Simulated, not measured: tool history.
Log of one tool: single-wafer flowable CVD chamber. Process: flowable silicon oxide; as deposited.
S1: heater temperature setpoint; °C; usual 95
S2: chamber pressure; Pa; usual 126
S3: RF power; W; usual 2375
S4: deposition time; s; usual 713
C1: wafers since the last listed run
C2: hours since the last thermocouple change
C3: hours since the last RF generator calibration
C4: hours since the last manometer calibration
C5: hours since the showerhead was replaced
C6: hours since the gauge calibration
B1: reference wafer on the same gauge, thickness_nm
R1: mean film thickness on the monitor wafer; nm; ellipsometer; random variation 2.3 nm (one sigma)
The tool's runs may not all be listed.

run,day,S1,S2,S3,S4,C1,C2,C3,C4,C5,C6,B1,R1
1,0,95,126,2375,713,0,1593.9,335.8,22.7,4269.4,1298.1,703.099,702.715
2,3.162,95,126,2375,713,223,1669.8,411.7,98.6,4345.3,1374,702.472,707.55
3,7.433,95,126,2375,713,301,1772.3,514.2,201.1,4447.8,1476.5,702.822,708.881
4,14.754,95,126,2585,654,516,1948,689.9,376.8,4623.5,1652.2,704.112,660.877
5,17.079,95,126,2375,713,164,2003.8,745.7,432.6,4679.3,1708,703.123,717.945
6,19.596,95,126,2375,713,177,2064.2,806.1,493,4739.7,1768.4,704.75,721.79
7,22.129,95,143.6,2210,713,178,2125,866.9,553.8,4800.5,1829.2,703.26,814.599
8,26.5,95,126,2375,713,308,2229.9,971.8,658.7,4905.4,1934.1,703.298,723.996
# day 28.975: thermocouple changed; heater temperature recalibrated
9,29.629,95,126,2375,713,197,15.7,1046.9,733.8,4980.5,2009.2,704.192,699.98
10,33.896,95,126,2375,713,301,118.1,1149.3,836.2,5082.9,2111.6,704.386,698.599
11,37.425,95,126,2375,713,249,202.8,1234,920.9,5167.6,2196.3,703.781,701.925
12,39.662,95,126,2375,713,157,256.5,1287.7,974.6,5221.3,2250,704.021,701.083
13,42.142,95,115.3,1990,713,175,316,1347.2,1034.1,5280.8,2309.5,704.693,636.605
14,46.438,95,126,2375,713,303,419.1,1450.3,1137.2,5383.9,2412.6,703.801,708.282
15,48.092,89,107.2,2810,624,116,458.8,1490,1176.9,5423.6,2452.3,704.552,666.517
# day 49.642: capacitance manometer re-zeroed and calibrated
16,49.662,95,126,2375,713,87,496.5,1527.7,0.5,5461.3,2490,703.437,696.406
# day 50.792: gauge calibrated
# day 50.871: showerhead replaced
17,53.633,95,126,2375,780,256,591.8,1623,95.8,66.3,68.2,703.305,762.436
18,57.55,95,115.3,2375,713,276,685.8,1717,189.8,160.3,162.2,703.065,639.863
19,60.346,95,126,2375,713,197,752.9,1784.1,256.9,227.4,229.3,703.913,701.919
20,62.971,95,126,2800,713,185,815.9,1847.1,319.9,290.4,292.3,703.929,710.487
# day 65.404: RF generator calibrated
21,67.258,95,143.6,2210,713,279,918.8,44.5,422.8,393.3,395.2,704.225,799.127
22,71.067,105,154.5,2205,637,268,1010.2,135.9,514.2,484.7,486.6,703.904,526.558
23,74.196,84,139.5,2375,713,220,1085.3,211,589.3,559.8,561.7,703.244,1164.078
24,77.812,95,126,2375,713,255,1172.1,297.8,676.1,646.6,648.5,703.178,713.479
25,82.004,95,126,2375,713,295,1272.7,398.4,776.7,747.2,749.1,704.407,719.331
26,84.179,100,147.2,2375,713,153,1324.9,450.6,828.9,799.4,801.3,702.925,690.284
27,87.421,84,126,2375,713,228,1402.7,528.4,906.7,877.2,879.1,703.936,1063.71
28,89.858,95,150.3,2375,799,172,1461.2,586.9,965.2,935.7,937.6,704.52,957.983

Forecast each of these 4 alternatives for the next run:
A,89.883,95,126,2375,713,1,1461.8,587.5,965.8,936.3,938.2,?,?
B,89.883,95,126,2655,594,1,1461.8,587.5,965.8,936.3,938.2,?,?
C,89.883,95,104.9,2375,663,1,1461.8,587.5,965.8,936.3,938.2,?,?
D,89.883,101,126,2565,713,1,1461.8,587.5,965.8,936.3,938.2,?,?

run,B1,R1
A,704.161,719.808
B,704.161,605.138
C,704.161,557.241
D,704.161,577.964
Without the tool's hidden state the same runs would have given:
run,R1
A,687.37
B,577.867
C,531.491
D,551.65
